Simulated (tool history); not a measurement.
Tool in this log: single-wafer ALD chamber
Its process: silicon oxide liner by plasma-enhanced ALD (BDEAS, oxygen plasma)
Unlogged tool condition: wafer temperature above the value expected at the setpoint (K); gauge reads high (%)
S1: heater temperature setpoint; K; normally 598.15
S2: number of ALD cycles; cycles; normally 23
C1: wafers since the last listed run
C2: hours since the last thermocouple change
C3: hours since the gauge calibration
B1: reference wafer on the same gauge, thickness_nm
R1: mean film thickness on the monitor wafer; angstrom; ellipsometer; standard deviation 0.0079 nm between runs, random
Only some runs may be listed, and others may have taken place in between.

{"run": 1, "day": 0.0, "S1": 598.15, "S2": 23, "C1": 0, "C2": 1207.2, "C3": 433.0, "B1": 2.48, "R1": 21.42}
{"run": 2, "day": 3.908, "S1": 598.15, "S2": 23, "C1": 1165, "C2": 1301.0, "C3": 526.8, "B1": 2.481, "R1": 21.5}
{"run": 3, "day": 15.262, "S1": 598.15, "S2": 23, "C1": 3387, "C2": 1573.5, "C3": 799.3, "B1": 2.481, "R1": 21.36}
{"run": 4, "day": 18.588, "S1": 604.15, "S2": 23, "C1": 991, "C2": 1653.3, "C3": 879.1, "B1": 2.479, "R1": 21.22}
{"day": 20.292, "done": "thermocouple changed; heater temperature recalibrated"}
{"run": 5, "day": 22.975, "S1": 604.15, "S2": 23, "C1": 1209, "C2": 64.4, "C3": 984.4, "B1": 2.483, "R1": 21.25}
{"run": 6, "day": 26.571, "S1": 606.15, "S2": 24, "C1": 1072, "C2": 150.7, "C3": 1070.7, "B1": 2.482, "R1": 22.17}
{"run": 7, "day": 28.796, "S1": 606.15, "S2": 24, "C1": 663, "C2": 204.1, "C3": 1124.1, "B1": 2.482, "R1": 22.13}
{"run": 8, "day": 32.1, "S1": 608.15, "S2": 25, "C1": 985, "C2": 283.4, "C3": 1203.4, "B1": 2.482, "R1": 22.98}
{"run": 9, "day": 34.088, "S1": 592.15, "S2": 22, "C1": 592, "C2": 331.1, "C3": 1251.1, "B1": 2.478, "R1": 20.6}
{"day": 37.571, "done": "gauge calibrated"}
{"run": 10, "day": 37.633, "S1": 598.15, "S2": 23, "C1": 1057, "C2": 416.2, "C3": 1.5, "B1": 2.478, "R1": 21.38}
{"run": 11, "day": 40.192, "S1": 592.15, "S2": 21, "C1": 763, "C2": 477.6, "C3": 62.9, "B1": 2.481, "R1": 19.56}
{"run": 12, "day": 42.604, "S1": 608.15, "S2": 20, "C1": 719, "C2": 535.5, "C3": 120.8, "B1": 2.478, "R1": 18.51}
{"run": 13, "day": 45.371, "S1": 598.15, "S2": 23, "C1": 825, "C2": 601.9, "C3": 187.2, "B1": 2.479, "R1": 21.37}
{"run": 14, "day": 48.696, "S1": 587.15, "S2": 27, "C1": 991, "C2": 681.7, "C3": 267.0, "B1": 2.481, "R1": 25.52}
{"run": 15, "day": 50.612, "S1": 606.15, "S2": 23, "C1": 571, "C2": 727.7, "C3": 313.0, "B1": 2.479, "R1": 21.29}

Branching from run 15: 3 alternative next runs. What would each branch give?
{"run": "A", "day": 50.629, "S1": 598.15, "S2": 23, "C1": 4, "C2": 728.1, "C3": 313.4, "B1": "?", "R1": "?"}
{"run": "B", "day": 50.629, "S1": 594.15, "S2": 26, "C1": 4, "C2": 728.1, "C3": 313.4, "B1": "?", "R1": "?"}
{"run": "C", "day": 50.629, "S1": 593.15, "S2": 23, "C1": 4, "C2": 728.1, "C3": 313.4, "B1": "?", "R1": "?"}

run=A B1=2.480 R1=21.60
run=B B1=2.480 R1=24.54
run=C B1=2.480 R1=21.74
Had the tool no hidden state, the same runs would have come out as:
run=A R1=21.60
run=B R1=24.54
run=C R1=21.74
